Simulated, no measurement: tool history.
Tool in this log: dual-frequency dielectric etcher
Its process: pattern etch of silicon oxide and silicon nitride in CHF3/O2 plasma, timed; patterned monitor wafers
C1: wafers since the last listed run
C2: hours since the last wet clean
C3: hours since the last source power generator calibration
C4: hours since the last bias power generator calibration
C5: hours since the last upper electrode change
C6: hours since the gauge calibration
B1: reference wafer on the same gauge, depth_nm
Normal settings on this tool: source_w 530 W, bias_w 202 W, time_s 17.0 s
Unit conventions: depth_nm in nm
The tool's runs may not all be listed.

Run 1, hour 0.0: usual settings but bias_w 174 W; C1 0; C2 265.3; C3 2970.6; C4 1331.2; C5 2535.7; C6 75.5; B1 26.08. Result: depth_nm 25.08 nm.
Run 2, hour 20.7: usual settings but source_w 620 W; C1 202; C2 286.0; C3 2991.3; C4 1351.9; C5 2556.4; C6 96.2; B1 26.08. Result: depth_nm 27.21 nm.
Run 3, hour 53.0: usual settings but source_w 620 W; C1 315; C2 318.3; C3 3023.6; C4 1384.2; C5 2588.7; C6 128.5; B1 26.09. Result: depth_nm 27.38 nm.
Run 4, hour 87.2: usual settings but source_w 620 W; C1 334; C2 352.5; C3 3057.8; C4 1418.4; C5 2622.9; C6 162.7; B1 26.10. Result: depth_nm 27.17 nm.
Run 5, hour 121.3: usual settings but source_w 630 W; C1 333; C2 386.6; C3 3091.9; C4 1452.5; C5 2657.0; C6 196.8; B1 26.11. Result: depth_nm 27.32 nm.
Run 6, hour 157.9: usual settings but source_w 630 W; C1 358; C2 423.2; C3 3128.5; C4 1489.1; C5 2693.6; C6 233.4; B1 26.08. Result: depth_nm 27.32 nm.
Run 7, hour 192.6: usual settings; C1 339; C2 457.9; C3 3163.2; C4 1523.8; C5 2728.3; C6 268.1; B1 26.12. Result: depth_nm 25.23 nm.
Run 8, hour 222.9: usual settings; C1 296; C2 488.2; C3 3193.5; C4 1554.1; C5 2758.6; C6 298.4; B1 26.09. Result: depth_nm 25.12 nm.
Run 9, hour 238.0: usual settings; C1 147; C2 503.3; C3 3208.6; C4 1569.2; C5 2773.7; C6 313.5; B1 26.10. Result: depth_nm 25.35 nm.
Run 10, hour 265.1: usual settings; C1 265; C2 530.4; C3 3235.7; C4 1596.3; C5 2800.8; C6 340.6; B1 26.11. Result: depth_nm 25.19 nm.
Run 11, hour 281.7: usual settings; C1 162; C2 547.0; C3 3252.3; C4 1612.9; C5 2817.4; C6 357.2; B1 26.12. Result: depth_nm 25.28 nm.
Run 12, hour 307.7: usual settings; C1 254; C2 573.0; C3 3278.3; C4 1638.9; C5 2843.4; C6 383.2; B1 26.08. Result: depth_nm 25.18 nm.
Run 13, hour 341.5: usual settings; C1 330; C2 606.8; C3 3312.1; C4 1672.7; C5 2877.2; C6 417.0; B1 26.08. Result: depth_nm 25.19 nm.
Run 14, hour 375.5: usual settings; C1 332; C2 640.8; C3 3346.1; C4 1706.7; C5 2911.2; C6 451.0; B1 26.11. Result: depth_nm 25.04 nm.
At hour 418.9: source power generator calibrated.
At hour 420.6: wet clean of the chamber.
Run 15, hour 421.1: usual settings; C1 390; C2 0.5; C3 2.2; C4 1752.3; C5 2956.8; C6 496.6; B1 26.09. Result: depth_nm 26.26 nm.
Run 16, hour 421.4: usual settings but time_s 15.5 s; C1 2; C2 0.8; C3 2.5; C4 1752.6; C5 2957.1; C6 496.9; B1 26.10. Result: depth_nm 23.91 nm.
Run 17, hour 448.9: usual settings but bias_w 162 W; C1 269; C2 28.3; C3 30.0; C4 1780.1; C5 2984.6; C6 524.4; B1 26.12. Result: depth_nm 25.09 nm.
Run 18, hour 483.4: usual settings but source_w 650 W, bias_w 243 W; C1 337; C2 62.8; C3 64.5; C4 1814.6; C5 3019.1; C6 558.9; B1 26.13. Result: depth_nm 29.15 nm.
At hour 506.5: gauge calibrated.
At hour 514.7: upper electrode replaced, of another model than before.
Run 19, hour 516.1: usual settings; C1 85; C2 95.5; C3 97.2; C4 1847.3; C5 1.4; C6 9.6; B1 26.11. Result: depth_nm 25.96 nm.
At hour 542.4: bias power generator calibrated.
Run 20, hour 585.4: usual settings but bias_w 216 W; C1 638; C2 164.8; C3 166.5; C4 43.0; C5 70.7; C6 78.9; B1 26.09. Result: depth_nm 26.43 nm.
Run 21, hour 598.9: usual settings; C1 132; C2 178.3; C3 180.0; C4 56.5; C5 84.2; C6 92.4; B1 26.09. Result: depth_nm 25.82 nm.
Run 22, hour 612.3: usual settings; C1 131; C2 191.7; C3 193.4; C4 69.9; C5 97.6; C6 105.8; B1 26.12. Result: depth_nm 25.65 nm.
Run 23, hour 667.7: usual settings but source_w 650 W, bias_w 172 W, time_s 18.5 s; C1 541; C2 247.1; C3 248.8; C4 125.3; C5 153.0; C6 161.2; B1 26.08. Result: depth_nm 30.10 nm.
Run 24, hour 684.1: usual settings but source_w 490 W, bias_w 250 W, time_s 13.0 s; C1 160; C2 263.5; C3 265.2; C4 141.7; C5 169.4; C6 177.6; B1 26.11. Result: depth_nm 19.98 nm.
Run 25, hour 698.5: usual settings; C1 140; C2 277.9; C3 279.6; C4 156.1; C5 183.8; C6 192.0; B1 26.11. Result: depth_nm 25.65 nm.
Run 26, hour 737.3: usual settings but source_w 410 W, bias_w 238 W, time_s 13.5 s; C1 379; C2 316.7; C3 318.4; C4 194.9; C5 222.6; C6 230.8; B1 26.09. Result: depth_nm 17.95 nm.
Run 27, hour 757.0: usual settings but source_w 440 W, bias_w 217 W, time_s 22.0 s; C1 192; C2 336.4; C3 338.1; C4 214.6; C5 242.3; C6 250.5; B1 26.13. Result: depth_nm 30.03 nm.
Run 28, hour 773.6: usual settings but source_w 450 W, time_s 19.0 s; C1 162; C2 353.0; C3 354.7; C4 231.2; C5 258.9; C6 267.1; B1 26.11. Result: depth_nm 25.67 nm.
Run 29, hour 787.1: usual settings; C1 132; C2 366.5; C3 368.2; C4 244.7; C5 272.4; C6 280.6; B1 26.07. Result: depth_nm 25.45 nm.
Run 30, hour 799.1: usual settings but bias_w 232 W; C1 117; C2 378.5; C3 380.2; C4 256.7; C5 284.4; C6 292.6; B1 26.10. Result: depth_nm 26.62 nm.
Run 31, hour 822.8: usual settings but source_w 500 W; C1 231; C2 402.2; C3 403.9; C4 280.4; C5 308.1; C6 316.3; B1 26.11. Result: depth_nm 24.42 nm.

Consider 3 possible next runs. They are alternatives, not a sequence: every one starts from the tool as it was left by run 31. What does each give?
Run A, hour 823.2: usual settings; C1 3; C2 402.6; C3 404.3; C4 280.8; C5 308.5; C6 316.7; B1 ?. Result: depth_nm ?.
Run B, hour 823.2: usual settings but source_w 490 W; C1 3; C2 402.6; C3 404.3; C4 280.8; C5 308.5; C6 316.7; B1 ?. Result: depth_nm ?.
Run C, hour 823.2: usual settings but bias_w 220 W, time_s 19.5 s; C1 3; C2 402.6; C3 404.3; C4 280.8; C5 308.5; C6 316.7; B1 ?. Result: depth_nm ?.

run     B1  depth_nm
  A  26.08     25.44
  B  26.08     24.23
  C  26.08     29.99
The same runs, with their run-to-run variation unchanged, on a tool lacking any hidden condition would have given:
run  depth_nm
  A     26.29
  B     25.04
  C     30.99

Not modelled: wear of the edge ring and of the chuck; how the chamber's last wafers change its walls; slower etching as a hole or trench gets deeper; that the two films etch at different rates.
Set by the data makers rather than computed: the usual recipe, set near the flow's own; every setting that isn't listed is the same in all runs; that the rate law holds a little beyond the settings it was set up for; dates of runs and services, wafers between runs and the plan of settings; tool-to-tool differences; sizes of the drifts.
